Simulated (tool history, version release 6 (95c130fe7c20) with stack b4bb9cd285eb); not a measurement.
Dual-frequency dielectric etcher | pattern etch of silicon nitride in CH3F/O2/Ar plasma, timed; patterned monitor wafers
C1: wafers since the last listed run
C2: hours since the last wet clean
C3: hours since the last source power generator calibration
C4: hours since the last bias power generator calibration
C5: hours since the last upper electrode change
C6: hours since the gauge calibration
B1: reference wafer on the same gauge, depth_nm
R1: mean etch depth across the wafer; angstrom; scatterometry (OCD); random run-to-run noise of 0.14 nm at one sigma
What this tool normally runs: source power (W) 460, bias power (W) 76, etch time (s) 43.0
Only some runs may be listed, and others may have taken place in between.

run 1 hour=0.0 | source_power_(W)=460 bias_power_(W)=76 etch_time_(s)=43.0 | C1=0 C2=286.5 C3=4504.9 C4=3118.1 C5=6013.7 C6=224.0 | B1=28.21 | R1=318.9
run 2 hour=32.5 | source_power_(W)=460 bias_power_(W)=76 etch_time_(s)=43.0 | C1=412 C2=319.0 C3=4537.4 C4=3150.6 C5=6046.2 C6=256.5 | B1=28.20 | R1=321.1
run 3 hour=48.5 | source_power_(W)=460 bias_power_(W)=76 etch_time_(s)=43.0 | C1=202 C2=335.0 C3=4553.4 C4=3166.6 C5=6062.2 C6=272.5 | B1=28.19 | R1=320.2
run 4 hour=70.5 | source_power_(W)=460 bias_power_(W)=90 etch_time_(s)=37.0 | C1=278 C2=357.0 C3=4575.4 C4=3188.6 C5=6084.2 C6=294.5 | B1=28.19 | R1=298.1
run 5 hour=95.3 | source_power_(W)=460 bias_power_(W)=90 etch_time_(s)=37.0 | C1=314 C2=381.8 C3=4600.2 C4=3213.4 C5=6109.0 C6=319.3 | B1=28.22 | R1=301.1
run 6 hour=119.7 | source_power_(W)=460 bias_power_(W)=63 etch_time_(s)=43.0 | C1=309 C2=406.2 C3=4624.6 C4=3237.8 C5=6133.4 C6=343.7 | B1=28.22 | R1=296.2
run 7 hour=143.3 | source_power_(W)=460 bias_power_(W)=63 etch_time_(s)=43.0 | C1=299 C2=429.8 C3=4648.2 C4=3261.4 C5=6157.0 C6=367.3 | B1=28.19 | R1=297.6
-- hour=193.8 wet clean of the chamber
run 8 hour=194.3 | source_power_(W)=460 bias_power_(W)=90 etch_time_(s)=43.0 | C1=342 C2=0.5 C3=4699.2 C4=3312.4 C5=6208.0 C6=418.3 | B1=28.20 | R1=339.1
run 9 hour=203.4 | source_power_(W)=460 bias_power_(W)=90 etch_time_(s)=43.0 | C1=115 C2=9.6 C3=4708.3 C4=3321.5 C5=6217.1 C6=427.4 | B1=28.20 | R1=342.3
run 10 hour=227.5 | source_power_(W)=460 bias_power_(W)=90 etch_time_(s)=43.0 | C1=305 C2=33.7 C3=4732.4 C4=3345.6 C5=6241.2 C6=451.5 | B1=28.16 | R1=341.7
run 11 hour=240.6 | source_power_(W)=460 bias_power_(W)=76 etch_time_(s)=43.0 | C1=166 C2=46.8 C3=4745.5 C4=3358.7 C5=6254.3 C6=464.6 | B1=28.20 | R1=317.4
-- hour=247.8 source power generator calibrated
run 12 hour=256.1 | source_power_(W)=460 bias_power_(W)=76 etch_time_(s)=43.0 | C1=145 C2=62.3 C3=8.3 C4=3374.2 C5=6269.8 C6=480.1 | B1=28.20 | R1=318.0
run 13 hour=279.2 | source_power_(W)=460 bias_power_(W)=76 etch_time_(s)=43.0 | C1=292 C2=85.4 C3=31.4 C4=3397.3 C5=6292.9 C6=503.2 | B1=28.18 | R1=318.5
run 14 hour=297.8 | source_power_(W)=460 bias_power_(W)=84 etch_time_(s)=36.5 | C1=235 C2=104.0 C3=50.0 C4=3415.9 C5=6311.5 C6=521.8 | B1=28.22 | R1=284.0
-- hour=326.0 bias power generator calibrated
run 15 hour=326.5 | source_power_(W)=460 bias_power_(W)=76 etch_time_(s)=43.0 | C1=313 C2=132.7 C3=78.7 C4=0.5 C5=6340.2 C6=550.5 | B1=28.19 | R1=320.2
run 16 hour=352.5 | source_power_(W)=430 bias_power_(W)=71 etch_time_(s)=47.5 | C1=329 C2=158.7 C3=104.7 C4=26.5 C5=6366.2 C6=576.5 | B1=28.18 | R1=335.3
run 17 hour=376.9 | source_power_(W)=380 bias_power_(W)=76 etch_time_(s)=43.0 | C1=309 C2=183.1 C3=129.1 C4=50.9 C5=6390.6 C6=600.9 | B1=28.17 | R1=305.3
run 18 hour=394.5 | source_power_(W)=420 bias_power_(W)=91 etch_time_(s)=43.0 | C1=223 C2=200.7 C3=146.7 C4=68.5 C5=6408.2 C6=618.5 | B1=28.21 | R1=340.6
-- hour=428.1 gauge calibrated
-- hour=434.4 upper electrode replaced, of another model than before
run 19 hour=434.9 | source_power_(W)=460 bias_power_(W)=65 etch_time_(s)=35.0 | C1=207 C2=241.1 C3=187.1 C4=108.9 C5=0.5 C6=6.8 | B1=28.20 | R1=229.2
run 20 hour=435.2 | source_power_(W)=460 bias_power_(W)=76 etch_time_(s)=43.0 | C1=3 C2=241.4 C3=187.4 C4=109.2 C5=0.8 C6=7.1 | B1=28.22 | R1=322.6
run 21 hour=447.4 | source_power_(W)=460 bias_power_(W)=76 etch_time_(s)=43.0 | C1=154 C2=253.6 C3=199.6 C4=121.4 C5=13.0 C6=19.3 | B1=28.19 | R1=323.4
run 22 hour=471.8 | source_power_(W)=400 bias_power_(W)=76 etch_time_(s)=43.0 | C1=309 C2=278.0 C3=224.0 C4=145.8 C5=37.4 C6=43.7 | B1=28.20 | R1=306.9
run 23 hour=484.6 | source_power_(W)=460 bias_power_(W)=76 etch_time_(s)=43.0 | C1=162 C2=290.8 C3=236.8 C4=158.6 C5=50.2 C6=56.5 | B1=28.19 | R1=321.2
run 24 hour=517.3 | source_power_(W)=510 bias_power_(W)=88 etch_time_(s)=39.5 | C1=414 C2=323.5 C3=269.5 C4=191.3 C5=82.9 C6=89.2 | B1=28.17 | R1=340.3
run 25 hour=547.0 | source_power_(W)=350 bias_power_(W)=65 etch_time_(s)=43.0 | C1=376 C2=353.2 C3=299.2 C4=221.0 C5=112.6 C6=118.9 | B1=28.20 | R1=261.5
run 26 hour=582.5 | source_power_(W)=460 bias_power_(W)=76 etch_time_(s)=43.0 | C1=450 C2=388.7 C3=334.7 C4=256.5 C5=148.1 C6=154.4 | B1=28.21 | R1=325.5

Forecast each of these 3 alternatives for the next run:
run A hour=582.9 | source_power_(W)=460 bias_power_(W)=89 etch_time_(s)=43.0 | C1=5 C2=389.1 C3=335.1 C4=256.9 C5=148.5 C6=154.8 | B1=? | R1=?
run B hour=582.9 | source_power_(W)=560 bias_power_(W)=59 etch_time_(s)=35.0 | C1=5 C2=389.1 C3=335.1 C4=256.9 C5=148.5 C6=154.8 | B1=? | R1=?
run C hour=582.9 | source_power_(W)=460 bias_power_(W)=62 etch_time_(s)=43.0 | C1=5 C2=389.1 C3=335.1 C4=256.9 C5=148.5 C6=154.8 | B1=? | R1=?

run=A B1=28.17 R1=365.7
run=B B1=28.17 R1=229.9
run=C B1=28.17 R1=275.8
Without the tool's unlogged condition, the same runs would have read:
run=A R1=355.9
run=B R1=223.8
run=C R1=268.4
